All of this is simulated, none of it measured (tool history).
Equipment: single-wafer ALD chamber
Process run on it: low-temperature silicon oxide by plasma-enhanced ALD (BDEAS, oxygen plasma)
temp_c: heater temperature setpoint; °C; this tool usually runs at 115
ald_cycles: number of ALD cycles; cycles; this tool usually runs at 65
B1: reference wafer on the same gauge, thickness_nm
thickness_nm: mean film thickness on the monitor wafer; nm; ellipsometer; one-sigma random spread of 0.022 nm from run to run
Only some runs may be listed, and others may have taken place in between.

{"run": 1, "hour": 0.0, "temp_c": 125, "ald_cycles": 61, "B1": 9.599, "thickness_nm": 8.162}
{"run": 2, "hour": 67.6, "temp_c": 125, "ald_cycles": 61, "B1": 9.601, "thickness_nm": 8.168}
{"run": 3, "hour": 104.0, "temp_c": 125, "ald_cycles": 61, "B1": 9.598, "thickness_nm": 8.197}
{"run": 4, "hour": 174.8, "temp_c": 115, "ald_cycles": 65, "B1": 9.6, "thickness_nm": 8.855}
{"run": 5, "hour": 211.5, "temp_c": 115, "ald_cycles": 65, "B1": 9.593, "thickness_nm": 8.874}
{"run": 6, "hour": 318.8, "temp_c": 115, "ald_cycles": 65, "B1": 9.6, "thickness_nm": 8.862}
{"run": 7, "hour": 412.9, "temp_c": 115, "ald_cycles": 65, "B1": 9.602, "thickness_nm": 8.871}
{"run": 8, "hour": 655.6, "temp_c": 115, "ald_cycles": 65, "B1": 9.597, "thickness_nm": 8.876}
{"run": 9, "hour": 701.8, "temp_c": 115, "ald_cycles": 65, "B1": 9.608, "thickness_nm": 8.873}
{"run": 10, "hour": 754.9, "temp_c": 119, "ald_cycles": 65, "B1": 9.598, "thickness_nm": 8.794}
{"run": 11, "hour": 832.2, "temp_c": 119, "ald_cycles": 65, "B1": 9.598, "thickness_nm": 8.816}
{"run": 12, "hour": 901.2, "temp_c": 119, "ald_cycles": 65, "B1": 9.602, "thickness_nm": 8.834}
{"run": 13, "hour": 938.8, "temp_c": 115, "ald_cycles": 72, "B1": 9.601, "thickness_nm": 9.851}
{"run": 14, "hour": 989.4, "temp_c": 128, "ald_cycles": 65, "B1": 9.599, "thickness_nm": 8.635}
{"run": 15, "hour": 1080.5, "temp_c": 115, "ald_cycles": 65, "B1": 9.598, "thickness_nm": 8.862}
{"run": 16, "hour": 1172.4, "temp_c": 108, "ald_cycles": 65, "B1": 9.604, "thickness_nm": 9.038}
{"run": 17, "hour": 1234.6, "temp_c": 119, "ald_cycles": 56, "B1": 9.596, "thickness_nm": 7.596}
{"run": 18, "hour": 1278.7, "temp_c": 105, "ald_cycles": 56, "B1": 9.603, "thickness_nm": 7.774}

For run 19, what comes out?
{"hour": 1307.5, "done": "gauge calibrated"}
{"hour": 1353.3, "done": "thermocouple changed; heater temperature recalibrated"}
{"run": 19, "hour": 1353.8, "temp_c": 101, "ald_cycles": 59, "B1": "?", "thickness_nm": "?"}

{"run 19": {"B1": 9.6, "thickness_nm": 8.292}}
Without the tool's hidden state the same run would have given thickness_nm 8.292 nm.
